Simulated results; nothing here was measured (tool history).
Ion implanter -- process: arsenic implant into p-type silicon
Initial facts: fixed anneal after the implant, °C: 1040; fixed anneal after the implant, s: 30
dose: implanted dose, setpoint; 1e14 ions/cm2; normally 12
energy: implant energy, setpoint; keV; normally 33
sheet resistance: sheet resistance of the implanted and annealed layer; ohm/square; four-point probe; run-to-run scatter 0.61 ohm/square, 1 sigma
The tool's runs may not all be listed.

run,hour,dose,energy,"read-back reference wafer on the same gauge, sheet resistance",sheet resistance
1,0,12,33,103.13,106.51
2,49.4,12,33,103.11,107.39
3,91.7,12,33,102.9,106.48
4,127.7,12,33,102.98,106.01
5,163.5,12,33,103.14,107.3
6,212.6,12,33,103.35,108.47
7,267.8,12,42,102.74,102.77
8,329.6,12,42,103.08,104.29
9,354.7,12,33,102.84,108.23
10,421.4,12,33,103.05,108.26
11,478.2,12,33,102.88,107.87
12,509.6,11.12,33,102.88,114.01
13,574.9,12,33,102.84,107.27
14,622.2,9.35,40.5,103.15,125.53
15,665.2,12,33,102.91,107.71
16,700.4,12,33,103.03,108.56
17,750,10.68,24,103.01,121.33
18,812.7,10.69,33,103.07,118.44
19,850,9.14,43.5,102.86,126.23
20,885.4,9.24,37,102.92,127.61
# hour 946.8: extraction supply calibrated
21,947.3,10.69,33,102.97,117.84
22,988.3,12,33,102.89,107.93
# hour 1001.4: Faraday cup replaced and dose calibrated
23,1056.2,15.4,43,103.02,85.68

Run 24, settings as shown, results not yet in. Your forecast:
# hour 1090.8: gauge calibrated
24,1104.5,8.6,41,?,?

read-back reference wafer on the same gauge, sheet resistance: 103.11
sheet resistance: 129.92 ohm/square
Without the tool's hidden state the same run would have given sheet resistance 128.54 ohm/square.

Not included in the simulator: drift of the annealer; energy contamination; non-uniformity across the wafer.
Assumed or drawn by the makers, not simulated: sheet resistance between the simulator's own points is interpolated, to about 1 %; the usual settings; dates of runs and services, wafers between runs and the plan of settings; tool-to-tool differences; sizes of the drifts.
